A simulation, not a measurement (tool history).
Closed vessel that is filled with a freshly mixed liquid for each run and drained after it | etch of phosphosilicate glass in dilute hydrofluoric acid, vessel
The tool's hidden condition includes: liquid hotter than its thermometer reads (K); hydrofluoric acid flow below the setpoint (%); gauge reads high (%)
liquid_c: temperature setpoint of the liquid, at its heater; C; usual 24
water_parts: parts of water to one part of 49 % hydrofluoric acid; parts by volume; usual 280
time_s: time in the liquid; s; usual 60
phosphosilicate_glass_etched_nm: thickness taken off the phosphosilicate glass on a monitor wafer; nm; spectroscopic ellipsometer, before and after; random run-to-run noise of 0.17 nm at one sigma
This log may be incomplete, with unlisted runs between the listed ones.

run	hour	liquid_c	water_parts	time_s	wafers since the last listed run	hours since the thermometer was replaced	hours since the hydrofluoric acid flow meter was replaced	hours since the gauge calibration	read-back film thickness of the phosphosilicate glass reference wafer, read on the same gauge (nm)	phosphosilicate_glass_etched_nm
1	0	26.5	280	80	0	732.7	1850.6	1199.9	79.98	22.51
2	211.2	26.5	280	80	19461	943.9	2061.8	1411.1	79.98	22.97
3	312.7	24	280	60	9353	1045.4	2163.3	1512.6	79.99	15.5
4	385.9	24	280	60	6745	1118.6	2236.5	1585.8	80	15.75
5	450.8	24	280	60	5980	1183.5	2301.4	1650.7	80.01	15.51
6	510.7	24	280	60	5519	1243.4	2361.3	1710.6	80.05	15.82
7	600.3	24	280	60	8256	1333	2450.9	1800.2	80	15.53
# hour 691.4: hydrofluoric acid flow meter replaced
8	692.6	24	280	60	8413	1425.3	1.2	1892.5	80.01	18.67
9	741.3	24	280	60	4487	1474	49.9	1941.2	80	18.78
# hour 789.1: thermometer replaced
10	840.9	24	280	60	9085	51.8	149.5	2040.8	80.02	17.03
11	926.4	24	280	60	7878	137.3	235	2126.3	80.01	17.05
12	997.9	28	280	35	6588	208.8	306.5	2197.8	79.98	11.31
13	1063.2	24	280	85	6017	274.1	371.8	2263.1	80.02	24.3
# hour 1124.3: gauge calibrated
14	1139.2	20	220	45	7003	350.1	447.8	14.9	80	14.82
15	1213.3	24	280	60	6828	424.2	521.9	89	80.01	17.2
16	1273.2	22	280	40	5519	484.1	581.8	148.9	79.99	10.52
17	1333	24	280	60	5510	543.9	641.6	208.7	80.01	17.44
18	1430.7	22	280	60	9002	641.6	739.3	306.4	80	15.92
19	1496.5	28	390	45	6063	707.4	805.1	372.2	80	9.33
20	1535.6	24	280	60	3602	746.5	844.2	411.3	80.03	17.22
21	1613.2	27.5	200	70	7150	824.1	921.8	488.9	79.97	34.24
22	1692.9	24	280	80	7344	903.8	1001.5	568.6	80.01	23.01
23	1729.1	24	280	60	3335	940	1037.7	604.8	79.98	17.16

Consider 4 possible next runs. They are alternatives, not a sequence: every one starts from the tool as it was left by run 23. What does each give?
A	1729.8	24	280	60	64	940.7	1038.4	605.5	?	?
B	1729.8	26	280	60	64	940.7	1038.4	605.5	?	?
C	1729.8	24	170	60	64	940.7	1038.4	605.5	?	?
D	1729.8	19.5	280	75	64	940.7	1038.4	605.5	?	?

run	read-back film thickness of the phosphosilicate glass reference wafer, read on the same gauge (nm)	phosphosilicate_glass_etched_nm
A	79.98	17.08
B	79.98	18.27
C	79.98	31.88
D	79.98	18.24
With the hidden condition removed and each run's random variation left untouched, the same runs would have given:
run	phosphosilicate_glass_etched_nm
A	17.31
B	18.55
C	32
D	18.39
